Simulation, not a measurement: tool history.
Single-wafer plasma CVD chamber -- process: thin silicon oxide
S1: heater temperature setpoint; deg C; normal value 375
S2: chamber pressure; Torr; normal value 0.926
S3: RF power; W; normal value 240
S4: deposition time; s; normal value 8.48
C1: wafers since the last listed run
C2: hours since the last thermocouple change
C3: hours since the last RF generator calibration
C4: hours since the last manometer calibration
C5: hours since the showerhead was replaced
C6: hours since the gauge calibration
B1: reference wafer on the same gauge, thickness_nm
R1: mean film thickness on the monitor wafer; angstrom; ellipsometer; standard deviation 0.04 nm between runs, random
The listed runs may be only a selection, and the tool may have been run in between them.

run 1 day=0 | S1=375 S2=0.926 S3=240 S4=8.48 | C1=0 C2=1914.3 C3=1867.1 C4=1355.5 C5=3474.4 C6=380.8 | B1=18.003 | R1=155.81
run 2 day=2.083 | S1=375 S2=0.926 S3=240 S4=8.48 | C1=1340 C2=1964.3 C3=1917.1 C4=1405.5 C5=3524.4 C6=430.8 | B1=18.002 | R1=154.98
run 3 day=3.725 | S1=375 S2=0.926 S3=240 S4=8.48 | C1=1056 C2=2003.7 C3=1956.5 C4=1444.9 C5=3563.8 C6=470.2 | B1=18.003 | R1=155.03
run 4 day=6.375 | S1=375 S2=0.926 S3=240 S4=8.48 | C1=1705 C2=2067.3 C3=2020.1 C4=1508.5 C5=3627.4 C6=533.8 | B1=18.011 | R1=155.6
run 5 day=7.454 | S1=375 S2=0.926 S3=240 S4=8.48 | C1=694 C2=2093.2 C3=2046 C4=1534.4 C5=3653.3 C6=559.7 | B1=18.019 | R1=154.9
run 6 day=10.283 | S1=375 S2=0.926 S3=240 S4=8.48 | C1=1820 C2=2161.1 C3=2113.9 C4=1602.3 C5=3721.2 C6=627.6 | B1=18.018 | R1=154.63
-- day=12.817 gauge calibrated
run 7 day=12.938 | S1=375 S2=0.926 S3=240 S4=8.48 | C1=1707 C2=2224.8 C3=2177.6 C4=1666 C5=3784.9 C6=2.9 | B1=17.998 | R1=154.7
-- day=14.333 showerhead replaced
run 8 day=14.354 | S1=375 S2=0.926 S3=240 S4=8.48 | C1=697 C2=2258.8 C3=2211.6 C4=1700 C5=0.5 C6=36.9 | B1=17.991 | R1=154.65
-- day=14.892 thermocouple changed; heater temperature recalibrated
run 9 day=16.592 | S1=375 S2=0.926 S3=240 S4=8.48 | C1=1225 C2=40.8 C3=2265.3 C4=1753.7 C5=54.2 C6=90.6 | B1=17.994 | R1=154.48
run 10 day=19.488 | S1=375 S2=0.926 S3=240 S4=8.48 | C1=1863 C2=110.3 C3=2334.8 C4=1823.2 C5=123.7 C6=160.1 | B1=18.013 | R1=154.24
-- day=20.692 RF generator calibrated
run 11 day=20.775 | S1=375 S2=1.039 S3=240 S4=8.48 | C1=613 C2=141.2 C3=2 C4=1854.1 C5=154.6 C6=191 | B1=17.992 | R1=170.98
run 12 day=22.958 | S1=366 S2=0.926 S3=205 S4=8.48 | C1=1404 C2=193.6 C3=54.4 C4=1906.5 C5=207 C6=243.4 | B1=17.985 | R1=149.35
-- day=24.133 capacitance manometer re-zeroed and calibrated
run 13 day=24.646 | S1=375 S2=1.153 S3=240 S4=7.89 | C1=871 C2=234.1 C3=94.9 C4=12.3 C5=247.5 C6=283.9 | B1=18.012 | R1=168.58
run 14 day=28.058 | S1=375 S2=0.926 S3=240 S4=8.48 | C1=2195 C2=316 C3=176.8 C4=94.2 C5=329.4 C6=365.8 | B1=18.008 | R1=158.97
run 15 day=30.671 | S1=375 S2=0.819 S3=200 S4=8.48 | C1=1680 C2=378.7 C3=239.5 C4=156.9 C5=392.1 C6=428.5 | B1=17.999 | R1=134.28
run 16 day=33.162 | S1=387 S2=0.926 S3=240 S4=8.48 | C1=1603 C2=438.5 C3=299.3 C4=216.7 C5=451.9 C6=488.3 | B1=18.015 | R1=157.1
run 17 day=34.283 | S1=367 S2=1.141 S3=240 S4=8.48 | C1=721 C2=465.4 C3=326.2 C4=243.6 C5=478.8 C6=515.2 | B1=17.997 | R1=180.75
run 18 day=35.575 | S1=365 S2=1.107 S3=240 S4=9.43 | C1=831 C2=496.4 C3=357.2 C4=274.6 C5=509.8 C6=546.2 | B1=17.987 | R1=198.88

Entry by entry between the runs, the difference in hidden state between the last listed run before and the first listed run after:
Logged between run 6 and run 7: gauge calibrated (day 12.817)
  delivered RF power above the setpoint (%): -6.78 -> -6.98
  the result without the hidden state subtracted from the measured one, R1: -4.71 -> -4.86 angstrom
Logged between run 7 and run 8: showerhead replaced (day 14.333)
  delivered RF power above the setpoint (%): -6.98 -> -7.09
  the result without the hidden state subtracted from the measured one, R1: -4.86 -> -4.94 angstrom
Logged between run 8 and run 9: thermocouple changed; heater temperature recalibrated (day 14.892)
  delivered RF power above the setpoint (%): -7.09 -> -7.25
  the result without the hidden state subtracted from the measured one, R1: -4.94 -> -5.05 angstrom
Logged between run 10 and run 11: RF generator calibrated (day 20.692)
  delivered RF power above the setpoint (%): -7.47 -> -0.835
  the result without the hidden state subtracted from the measured one, R1: -5.21 -> -0.61 angstrom
Logged between run 12 and run 13: capacitance manometer re-zeroed and calibrated (day 24.133)
  delivered RF power above the setpoint (%): -0.999 -> -1.13
  the result without the hidden state subtracted from the measured one, R1: -0.69 -> -0.82 angstrom
